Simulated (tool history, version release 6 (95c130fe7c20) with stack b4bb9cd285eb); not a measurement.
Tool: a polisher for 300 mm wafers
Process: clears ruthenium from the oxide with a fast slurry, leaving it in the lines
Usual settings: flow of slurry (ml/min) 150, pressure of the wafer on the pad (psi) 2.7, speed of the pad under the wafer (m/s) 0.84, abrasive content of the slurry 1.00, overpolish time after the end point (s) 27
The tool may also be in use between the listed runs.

run	day	flow of slurry (ml/min)	pressure of the wafer on the pad (psi)	speed of the pad under the wafer (m/s)	abrasive content of the slurry	overpolish time after the end point (s)	wafers since the last listed run	wafers polished on this pad	hours since the slurry nozzle was cleaned	hours since the head pressure was calibrated	hours since the slurry blender was calibrated	incoming thickness of the incoming film, nm	time until the end point was called (s)	dishing of a wide line in a test structure (nm)
1	0.000	185	2.7	0.84	1.00	27	0	286	220.0	90.9	93.0	241.0	54.7	81.1
2	0.800	185	2.7	0.84	1.00	27	117	403	239.2	110.1	112.2	240.1	54.7	77.4
3	2.096	185	2.7	0.84	1.00	27	189	593	270.3	141.2	143.3	239.0	55.4	80.4
4	3.475	150	2.7	0.84	1.00	27	202	795	303.4	174.3	176.4	241.0	56.9	77.8
5	4.029	150	2.7	0.84	1.00	27	81	876	316.7	187.6	189.7	237.3	55.8	76.6
6	5.433	150	2.7	0.84	1.00	27	205	1082	350.4	221.3	223.4	240.9	54.5	73.6
# day 5.700: slurry blender recalibrated
7	6.596	150	3.0	0.64	0.70	27	158	1240	378.3	249.2	21.5	240.8	83.4	56.2
# day 7.608: slurry nozzle cleaned
8	7.683	185	2.7	0.84	1.00	27	153	1393	1.8	275.3	47.6	235.4	53.7	78.4
9	8.846	195	2.7	0.84	1.25	27	170	1564	29.7	303.2	75.5	243.3	49.0	89.2
# day 9.558: worn pad replaced by a new one
10	9.988	150	2.7	0.84	1.00	27	142	62	57.1	330.6	102.9	239.2	54.5	77.9
11	11.458	150	2.7	0.84	1.00	27	215	278	92.4	365.9	138.2	237.8	55.5	78.9
12	12.812	150	2.7	0.84	1.00	27	198	476	124.9	398.4	170.7	237.4	55.0	76.5
# day 15.550: slurry blender recalibrated
13	16.758	150	2.7	0.84	1.00	27	565	1042	219.6	493.1	29.0	236.5	53.7	77.1
14	17.867	150	2.7	1.00	1.00	27	162	1205	246.2	519.7	55.6	238.7	46.4	88.7
15	18.488	150	2.7	0.84	1.00	27	90	1296	261.1	534.6	70.5	243.1	55.3	79.1
16	19.567	150	3.0	0.84	1.00	27	158	1454	287.0	560.5	96.4	241.9	50.5	83.8
17	20.121	115	2.7	0.66	1.00	22	81	1535	300.3	573.8	109.7	243.9	73.0	52.6
18	20.733	150	2.7	0.84	1.00	15	89	1625	315.0	588.5	124.4	241.6	54.7	48.4
# day 21.242: worn pad replaced by a new one
19	21.542	150	3.4	0.84	1.15	38	94	43	334.4	607.9	143.8	242.2	43.4	120.6
20	22.546	100	2.7	0.92	1.00	18	147	190	358.5	632.0	167.9	242.0	53.1	59.5
21	23.121	150	2.7	0.84	0.80	20	84	275	372.3	645.8	181.7	238.3	60.7	54.4
22	24.250	165	2.7	0.84	1.00	41	165	440	399.4	672.9	208.8	240.6	52.6	107.0
# day 24.800: slurry nozzle cleaned
23	24.821	150	3.3	0.84	1.00	27	77	518	0.5	686.6	222.5	240.8	47.2	87.8
24	25.633	165	3.3	1.06	1.00	27	119	637	20.0	706.1	242.0	237.8	37.0	102.8
25	26.575	150	2.7	0.84	1.00	40	137	775	42.6	728.7	264.6	240.6	54.6	105.3
26	27.146	150	2.7	0.84	1.00	27	83	858	56.3	742.4	278.3	237.5	53.8	77.2
# day 27.604: slurry blender recalibrated
27	28.371	150	2.7	0.84	1.15	27	167	1026	85.7	771.8	18.4	242.0	50.6	83.5
28	29.158	160	2.7	0.84	1.00	27	115	1141	104.6	790.7	37.3	240.7	54.0	83.2
29	30.542	120	2.7	0.72	1.15	35	202	1344	137.8	823.9	70.5	237.6	60.1	89.1

The tool's hidden state at each run:
removal rate lost through wear of the pad, %: 0 in every run
slurry flow missing at the pad, %: 0 in every run
abrasive missing from the slurry, %: 0 in every run
H1: deviation of the head's pressure from its setpoint, %
run	H1
1	1
2	1.47
3	2.19
4	2.89
5	3.16
6	3.79
7	4.28
8	4.71
9	5.14
10	5.53
11	5.99
12	6.39
13	7.37
14	7.61
15	7.74
16	7.94
17	8.05
18	8.15
19	8.29
20	8.45
21	8.54
22	8.71
23	8.79
24	8.9
25	9.01
26	9.08
27	9.22
28	9.31
29	9.45
